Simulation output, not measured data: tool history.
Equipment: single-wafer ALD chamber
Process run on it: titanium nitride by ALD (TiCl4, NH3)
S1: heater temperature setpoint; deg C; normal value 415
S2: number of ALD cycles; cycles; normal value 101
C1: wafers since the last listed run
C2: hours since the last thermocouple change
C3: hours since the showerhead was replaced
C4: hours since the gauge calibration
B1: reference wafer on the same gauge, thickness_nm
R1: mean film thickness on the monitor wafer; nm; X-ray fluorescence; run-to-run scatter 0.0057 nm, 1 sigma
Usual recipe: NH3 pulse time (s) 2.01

run 1 hour=0 | S1=408 S2=101 NH3_pulse_time_(s)=2.01 | C1=0 C2=564.1 C3=2352 C4=435.9 | B1=1.932 | R1=2.306
run 2 hour=26.1 | S1=408 S2=101 NH3_pulse_time_(s)=2.01 | C1=41 C2=590.2 C3=2378.1 C4=462 | B1=1.93 | R1=2.327
run 3 hour=38.4 | S1=408 S2=101 NH3_pulse_time_(s)=2.01 | C1=19 C2=602.5 C3=2390.4 C4=474.3 | B1=1.931 | R1=2.325
run 4 hour=56.1 | S1=415 S2=101 NH3_pulse_time_(s)=2.01 | C1=27 C2=620.2 C3=2408.1 C4=492 | B1=1.933 | R1=2.315
run 5 hour=73.5 | S1=415 S2=101 NH3_pulse_time_(s)=2.01 | C1=27 C2=637.6 C3=2425.5 C4=509.4 | B1=1.934 | R1=2.327
run 6 hour=88.1 | S1=415 S2=101 NH3_pulse_time_(s)=2.01 | C1=22 C2=652.2 C3=2440.1 C4=524 | B1=1.932 | R1=2.323
run 7 hour=129.6 | S1=415 S2=101 NH3_pulse_time_(s)=2.01 | C1=65 C2=693.7 C3=2481.6 C4=565.5 | B1=1.934 | R1=2.321
run 8 hour=143.2 | S1=415 S2=101 NH3_pulse_time_(s)=2.01 | C1=21 C2=707.3 C3=2495.2 C4=579.1 | B1=1.937 | R1=2.331
run 9 hour=156.1 | S1=427 S2=101 NH3_pulse_time_(s)=2.01 | C1=20 C2=720.2 C3=2508.1 C4=592 | B1=1.935 | R1=2.329
run 10 hour=185.7 | S1=415 S2=101 NH3_pulse_time_(s)=1.63 | C1=46 C2=749.8 C3=2537.7 C4=621.6 | B1=1.936 | R1=2.298
run 11 hour=197.7 | S1=415 S2=101 NH3_pulse_time_(s)=1.63 | C1=18 C2=761.8 C3=2549.7 C4=633.6 | B1=1.934 | R1=2.294
run 12 hour=223.5 | S1=415 S2=101 NH3_pulse_time_(s)=2.01 | C1=40 C2=787.6 C3=2575.5 C4=659.4 | B1=1.935 | R1=2.33
run 13 hour=251.5 | S1=415 S2=101 NH3_pulse_time_(s)=2.01 | C1=44 C2=815.6 C3=2603.5 C4=687.4 | B1=1.934 | R1=2.329
run 14 hour=265.3 | S1=415 S2=101 NH3_pulse_time_(s)=2.01 | C1=21 C2=829.4 C3=2617.3 C4=701.2 | B1=1.937 | R1=2.327
run 15 hour=292.1 | S1=415 S2=101 NH3_pulse_time_(s)=2.01 | C1=42 C2=856.2 C3=2644.1 C4=728 | B1=1.934 | R1=2.337
run 16 hour=309.9 | S1=415 S2=101 NH3_pulse_time_(s)=2.01 | C1=27 C2=874 C3=2661.9 C4=745.8 | B1=1.935 | R1=2.318
run 17 hour=327 | S1=415 S2=101 NH3_pulse_time_(s)=2.01 | C1=26 C2=891.1 C3=2679 C4=762.9 | B1=1.938 | R1=2.32
run 18 hour=352.9 | S1=415 S2=101 NH3_pulse_time_(s)=2.01 | C1=40 C2=917 C3=2704.9 C4=788.8 | B1=1.937 | R1=2.33
run 19 hour=374.3 | S1=401 S2=101 NH3_pulse_time_(s)=2.48 | C1=33 C2=938.4 C3=2726.3 C4=810.2 | B1=1.937 | R1=2.352
-- hour=389.6 showerhead replaced
run 20 hour=390.1 | S1=405 S2=114 NH3_pulse_time_(s)=2.01 | C1=12 C2=954.2 C3=0.5 C4=826 | B1=1.937 | R1=2.622
-- hour=395.1 gauge calibrated
run 21 hour=412.8 | S1=415 S2=121 NH3_pulse_time_(s)=1.43 | C1=35 C2=976.9 C3=23.2 C4=17.7 | B1=1.89 | R1=2.655
-- hour=420.9 thermocouple changed; heater temperature recalibrated
run 22 hour=436 | S1=415 S2=101 NH3_pulse_time_(s)=2.01 | C1=23 C2=15.1 C3=46.4 C4=40.9 | B1=1.894 | R1=2.277
run 23 hour=462.5 | S1=415 S2=101 NH3_pulse_time_(s)=2.01 | C1=41 C2=41.6 C3=72.9 C4=67.4 | B1=1.899 | R1=2.292
run 24 hour=497.6 | S1=423 S2=101 NH3_pulse_time_(s)=2.01 | C1=55 C2=76.7 C3=108 C4=102.5 | B1=1.905 | R1=2.295
run 25 hour=517.9 | S1=424 S2=101 NH3_pulse_time_(s)=1.32 | C1=31 C2=97 C3=128.3 C4=122.8 | B1=1.903 | R1=2.231
run 26 hour=539.6 | S1=424 S2=101 NH3_pulse_time_(s)=1.32 | C1=34 C2=118.7 C3=150 C4=144.5 | B1=1.907 | R1=2.229
run 27 hour=579.6 | S1=415 S2=101 NH3_pulse_time_(s)=2.01 | C1=62 C2=158.7 C3=190 C4=184.5 | B1=1.909 | R1=2.297
run 28 hour=601.2 | S1=422 S2=91 NH3_pulse_time_(s)=2.01 | C1=33 C2=180.3 C3=211.6 C4=206.1 | B1=1.913 | R1=2.077
run 29 hour=616.8 | S1=415 S2=86 NH3_pulse_time_(s)=2.01 | C1=24 C2=195.9 C3=227.2 C4=221.7 | B1=1.915 | R1=1.964
run 30 hour=641.6 | S1=422 S2=108 NH3_pulse_time_(s)=1.48 | C1=39 C2=220.7 C3=252 C4=246.5 | B1=1.916 | R1=2.415
run 31 hour=669.7 | S1=415 S2=101 NH3_pulse_time_(s)=2.01 | C1=44 C2=248.8 C3=280.1 C4=274.6 | B1=1.918 | R1=2.308
run 32 hour=698 | S1=415 S2=101 NH3_pulse_time_(s)=2.01 | C1=44 C2=277.1 C3=308.4 C4=302.9 | B1=1.92 | R1=2.314
run 33 hour=716.1 | S1=429 S2=95 NH3_pulse_time_(s)=2.81 | C1=28 C2=295.2 C3=326.5 C4=321 | B1=1.921 | R1=2.207
run 34 hour=738.6 | S1=415 S2=101 NH3_pulse_time_(s)=2.01 | C1=35 C2=317.7 C3=349 C4=343.5 | B1=1.923 | R1=2.309
run 35 hour=763.3 | S1=415 S2=101 NH3_pulse_time_(s)=2.53 | C1=38 C2=342.4 C3=373.7 C4=368.2 | B1=1.922 | R1=2.33
run 36 hour=785.1 | S1=415 S2=101 NH3_pulse_time_(s)=1.63 | C1=34 C2=364.2 C3=395.5 C4=390 | B1=1.923 | R1=2.286
run 37 hour=818.3 | S1=403 S2=101 NH3_pulse_time_(s)=2.01 | C1=52 C2=397.4 C3=428.7 C4=423.2 | B1=1.925 | R1=2.308

Per-run results on a tool with no hidden state, each run keeping its own random variation:
What the log doesn't record here: wafer temperature above the value expected at the setpoint (K); gauge reads high (%).
run=1 R1=2.257
run=2 R1=2.277
run=3 R1=2.275
run=4 R1=2.264
run=5 R1=2.276
run=6 R1=2.271
run=7 R1=2.269
run=8 R1=2.278
run=9 R1=2.276
run=10 R1=2.245
run=11 R1=2.241
run=12 R1=2.275
run=13 R1=2.274
run=14 R1=2.272
run=15 R1=2.282
run=16 R1=2.262
run=17 R1=2.265
run=18 R1=2.274
run=19 R1=2.296
run=20 R1=2.559
run=21 R1=2.655
run=22 R1=2.272
run=23 R1=2.282
run=24 R1=2.279
run=25 R1=2.213
run=26 R1=2.209
run=27 R1=2.271
run=28 R1=2.051
run=29 R1=1.939
run=30 R1=2.381
run=31 R1=2.273
run=32 R1=2.278
run=33 R1=2.171
run=34 R1=2.27
run=35 R1=2.29
run=36 R1=2.245
run=37 R1=2.266
